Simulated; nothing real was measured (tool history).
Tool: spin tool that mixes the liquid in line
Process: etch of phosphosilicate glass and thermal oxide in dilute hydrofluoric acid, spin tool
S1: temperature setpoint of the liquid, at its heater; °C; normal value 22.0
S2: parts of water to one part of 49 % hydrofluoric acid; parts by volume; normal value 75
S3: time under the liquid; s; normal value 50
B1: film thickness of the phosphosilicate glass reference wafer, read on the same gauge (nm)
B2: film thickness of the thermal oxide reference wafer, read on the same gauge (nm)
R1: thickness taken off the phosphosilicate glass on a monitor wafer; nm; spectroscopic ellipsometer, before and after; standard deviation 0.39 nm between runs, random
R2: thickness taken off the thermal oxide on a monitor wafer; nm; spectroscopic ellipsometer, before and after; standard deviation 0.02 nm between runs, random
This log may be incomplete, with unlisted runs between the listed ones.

run,hour,S1,S2,S3,B1,B2,R1,R2
1,0.0,22.0,75,50,149.98,89.983,40.58,2.447
2,12.4,22.0,75,50,149.95,90.002,40.87,2.459
3,30.4,22.0,75,50,150.00,90.038,40.71,2.429
4,57.2,22.0,75,50,149.99,89.979,40.94,2.429
5,75.5,22.0,75,50,149.99,90.024,40.52,2.396
6,89.9,22.0,85,50,149.99,89.987,35.13,2.074
7,104.4,22.0,85,50,150.01,90.012,34.63,2.075
# hour 108.3: hydrofluoric acid flow meter replaced
8,135.7,22.0,75,50,149.97,89.988,45.27,2.739
9,158.8,18.0,75,50,149.99,90.011,38.95,2.299
10,187.1,22.0,75,50,149.97,90.038,44.77,2.712
11,215.1,22.0,75,50,149.99,89.986,44.46,2.702
12,244.9,22.0,60,70,149.97,90.029,81.44,4.750
13,280.3,18.5,55,50,149.98,89.980,53.42,3.191
14,298.5,24.0,50,65,150.01,90.030,97.34,5.730
# hour 325.0: gauge calibrated
15,389.0,22.0,50,50,150.02,90.008,67.71,3.967
# hour 391.6: thermometer replaced
16,408.7,22.0,75,50,150.00,89.998,45.53,2.719
17,435.5,22.0,75,50,149.98,90.009,45.63,2.728
18,456.9,22.0,95,50,150.01,90.006,34.99,2.104
19,483.8,22.0,75,50,149.98,90.028,45.78,2.701
20,513.6,22.0,75,50,150.00,90.017,44.82,2.657
21,530.5,22.0,75,65,150.00,90.002,57.37,3.507
22,546.0,22.0,75,50,149.99,89.981,44.69,2.678
23,576.9,22.0,90,50,150.04,90.027,36.56,2.175
24,599.3,22.0,50,70,149.98,90.006,94.85,5.740
25,618.7,22.0,100,50,149.99,89.983,32.16,1.885
26,648.5,18.0,35,65,149.99,90.002,107.27,6.409

Table of differences, measured result less the result of that run with no hidden state. Run-to-run variation is the same in both. Gauge scatter possibly is not:
Hidden conditions of the tool in this case: liquid colder than its thermometer reads (K); hydrofluoric acid flow below the setpoint (%); gauge reads high (%).
run,R1,R2
1,-6.57,-0.396
2,-6.75,-0.406
3,-6.88,-0.411
4,-7.18,-0.427
5,-7.30,-0.431
6,-6.50,-0.384
7,-6.53,-0.391
8,-1.85,-0.112
9,-1.81,-0.107
10,-2.29,-0.139
11,-2.52,-0.153
12,-5.13,-0.299
13,-3.82,-0.228
14,-7.14,-0.420
15,-6.29,-0.368
16,-1.94,-0.116
17,-2.18,-0.131
18,-1.86,-0.111
19,-2.65,-0.156
20,-2.86,-0.169
21,-3.88,-0.238
22,-3.17,-0.190
23,-2.86,-0.170
24,-7.65,-0.463
25,-2.81,-0.165
26,-9.68,-0.578

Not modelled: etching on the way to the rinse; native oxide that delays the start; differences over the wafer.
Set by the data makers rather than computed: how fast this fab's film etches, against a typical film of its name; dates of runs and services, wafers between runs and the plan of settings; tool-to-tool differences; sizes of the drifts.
